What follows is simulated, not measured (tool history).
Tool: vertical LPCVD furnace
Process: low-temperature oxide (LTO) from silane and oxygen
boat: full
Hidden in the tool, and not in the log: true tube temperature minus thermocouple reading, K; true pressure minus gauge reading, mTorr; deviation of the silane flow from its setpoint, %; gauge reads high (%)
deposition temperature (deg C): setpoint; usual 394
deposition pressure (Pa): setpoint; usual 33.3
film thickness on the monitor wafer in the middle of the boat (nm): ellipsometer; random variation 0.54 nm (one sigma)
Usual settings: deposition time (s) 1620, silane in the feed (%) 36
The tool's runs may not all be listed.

run	hour	deposition temperature (deg C)	deposition pressure (Pa)	deposition time (s)	silane in the feed (%)	wafers since the last listed run	hours since the last temperature calibration	hours since the pressure gauge was zeroed	hours since the silane flow controller was replaced	hours since the gauge calibration	read-back reference wafer on the same gauge, thickness	film thickness on the monitor wafer in the middle of the boat (nm)
1	0	394	33.3	1770	34	0	1939.1	3303.7	2311.7	583.9	243.83	240.82
2	27.9	394	33.3	1620	36	456	1967	3331.6	2339.6	611.8	243.85	237.82
3	62.7	394	33.3	1620	33	569	2001.8	3366.4	2374.4	646.6	244.13	211.19
4	110.8	394	33.3	1620	33	787	2049.9	3414.5	2422.5	694.7	243.96	210.99
5	154.9	403	33.3	1620	34	721	2094	3458.6	2466.6	738.8	244.07	243.66
6	201.8	403	33.3	1620	34	767	2140.9	3505.5	2513.5	785.7	243.94	244.35
# hour 254: pressure gauge zeroed
7	254.5	394	33.3	1620	36	469	2193.6	0.5	2566.2	838.4	244.16	238.64
8	274.5	394	33.3	1620	36	327	2213.6	20.5	2586.2	858.4	243.79	238.95
9	318.8	394	33.3	1620	36	725	2257.9	64.8	2630.5	902.7	244.24	237.84
# hour 363.9: gauge calibrated
# hour 401.5: silane flow controller replaced
10	402	394	39.3	1620	31	969	2341.1	148	0.5	38.1	244.14	239.27
11	424.7	394	36	1620	36	371	2363.8	170.7	23.2	60.8	243.96	269.96
12	462.5	383	33.3	1620	36	618	2401.6	208.5	61	98.6	243.92	219.73
13	513.2	394	33.3	1620	36	830	2452.3	259.2	111.7	149.3	243.79	249
14	546.1	399	33.3	1620	42	538	2485.2	292.1	144.6	182.2	243.99	320.27
# hour 608.6: thermocouples replaced and temperature profile calibrated
15	614.5	398	33.3	1620	30	726	5.9	360.5	213	250.6	243.92	193.68
16	680.2	386	33.3	1110	42	1075	71.6	426.2	278.7	316.3	244.07	181.22
17	733.1	394	33.3	1620	36	866	124.5	479.1	331.6	369.2	243.91	238.35
18	781.4	394	27.3	1620	36	790	172.8	527.4	379.9	417.5	244.11	195.98

Forecast each of these 3 alternatives for the next run:
A	786.6	394	28.7	1620	36	85	178	532.6	385.1	422.7	?	?
B	786.6	389	30	1140	31	85	178	532.6	385.1	422.7	?	?
C	786.6	383	33.3	1620	40	85	178	532.6	385.1	422.7	?	?

run	read-back reference wafer on the same gauge, thickness	film thickness on the monitor wafer in the middle of the boat (nm)
A	244.08	205.46
B	244.08	115.32
C	244.08	240.94
Without the tool's hidden state the same runs would have given:
run	film thickness on the monitor wafer in the middle of the boat (nm)
A	206.96
B	116.41
C	242.33

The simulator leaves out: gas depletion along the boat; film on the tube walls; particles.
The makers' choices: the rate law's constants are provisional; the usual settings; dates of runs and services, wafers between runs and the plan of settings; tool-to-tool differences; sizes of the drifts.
